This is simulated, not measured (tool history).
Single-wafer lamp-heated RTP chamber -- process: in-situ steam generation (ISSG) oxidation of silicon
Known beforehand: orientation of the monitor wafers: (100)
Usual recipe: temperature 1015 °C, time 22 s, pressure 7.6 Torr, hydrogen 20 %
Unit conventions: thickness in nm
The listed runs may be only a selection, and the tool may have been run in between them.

| run | hour | temperature | time | pressure | hydrogen | read-back reference wafer on the same gauge, thickness | thickness |
|---|---|---|---|---|---|---|---|
| 1 | 0 | 1022 | 22 | 7.6 | 20 | 5.94 | 6.94 |
| 2 | 69.5 | 1022 | 22 | 7.6 | 20 | 5.962 | 7.104 |
| 3 | 94.8 | 1022 | 22 | 7.6 | 20 | 5.956 | 7.148 |
| 4 | 123.9 | 1015 | 25 | 7.6 | 20 | 5.957 | 7.356 |
| 5 | 193.1 | 1015 | 25 | 7.6 | 20 | 5.958 | 7.452 |
| 6 | 229.9 | 1015 | 22 | 7.6 | 20 | 5.956 | 7.016 |
| 7 | 259.7 | 1019 | 22 | 7.6 | 20 | 5.945 | 7.157 |
| 8 | 291.4 | 1019 | 22 | 7.6 | 20 | 5.946 | 7.177 |
|  | 325 | pyrometer window cleaned and pyrometer calibrated |
| 9 | 325.5 | 1029 | 29 | 7.6 | 20 | 5.949 | 8.267 |
|  | 347.2 | pressure gauge zeroed |
| 10 | 365.7 | 1029 | 29 | 7.6 | 20 | 5.96 | 8.419 |
| 11 | 400 | 1029 | 29 | 7.6 | 20 | 5.946 | 8.401 |
| 12 | 452.6 | 1015 | 22 | 7.6 | 20 | 5.948 | 6.902 |
| 13 | 484.5 | 1015 | 22 | 7.6 | 20 | 5.946 | 6.92 |
| 14 | 524.1 | 1005 | 22 | 7.6 | 20 | 5.955 | 6.612 |
| 15 | 581.9 | 1015 | 22 | 7.6 | 20 | 5.954 | 6.963 |
|  | 629.3 | pyrometer window cleaned and pyrometer calibrated |
| 16 | 629.8 | 1015 | 22 | 7.6 | 20 | 5.959 | 6.691 |
| 17 | 679.9 | 1007 | 22 | 6.9 | 24 | 5.944 | 6.798 |
| 18 | 722.1 | 1015 | 22 | 6.9 | 23 | 5.955 | 7.067 |
| 19 | 746.8 | 1034 | 15 | 7.6 | 20 | 5.954 | 6.223 |
|  | 785.4 | gauge calibrated |
| 20 | 792.8 | 1015 | 22 | 7.6 | 11 | 5.953 | 6.094 |
| 21 | 933.7 | 1015 | 22 | 7.6 | 20 | 5.949 | 6.987 |
|  | 948.2 | pyrometer window cleaned and pyrometer calibrated |
|  | 975.9 | hydrogen flow controller replaced |
| 22 | 978.7 | 1021 | 17 | 7 | 29 | 5.945 | 6.767 |
| 23 | 1023.4 | 1033 | 22 | 8.6 | 25 | 5.96 | 7.852 |
| 24 | 1064.9 | 1028 | 22 | 7.6 | 20 | 5.947 | 7.348 |
| 25 | 1098.2 | 1015 | 26 | 7.2 | 20 | 5.953 | 7.517 |
| 26 | 1125 | 1019 | 22 | 7.6 | 20 | 5.962 | 7.074 |
| 27 | 1156.7 | 1009 | 22 | 7.6 | 12 | 5.942 | 6.046 |
| 28 | 1190.1 | 1015 | 22 | 7.6 | 20 | 5.948 | 7.037 |
| 29 | 1254.1 | 1015 | 22 | 7.6 | 29 | 5.959 | 7.734 |
| 30 | 1282.4 | 1015 | 22 | 8.5 | 15 | 5.957 | 6.578 |

Here are 5 independent what-if runs from the current tool condition. What would each one return?
| A | 1282.9 | 1015 | 22 | 7.6 | 27 | ? | ? |
| B | 1282.9 | 1015 | 24 | 7.6 | 13 | ? | ? |
| C | 1282.9 | 1025 | 28 | 6.9 | 14 | ? | ? |
| D | 1282.9 | 1006 | 22 | 6.9 | 20 | ? | ? |
| E | 1282.9 | 1006 | 30 | 7.6 | 29 | ? | ? |

| run | read-back reference wafer on the same gauge, thickness | thickness |
|---|---|---|
| A | 5.953 | 7.506 |
| B | 5.953 | 6.621 |
| C | 5.953 | 7.631 |
| D | 5.953 | 6.647 |
| E | 5.953 | 8.536 |
Had the tool no hidden state, the same runs would have come out as:
| run | thickness |
|---|---|
| A | 7.157 |
| B | 6.309 |
| C | 7.24 |
| D | 6.354 |
| E | 8.133 |
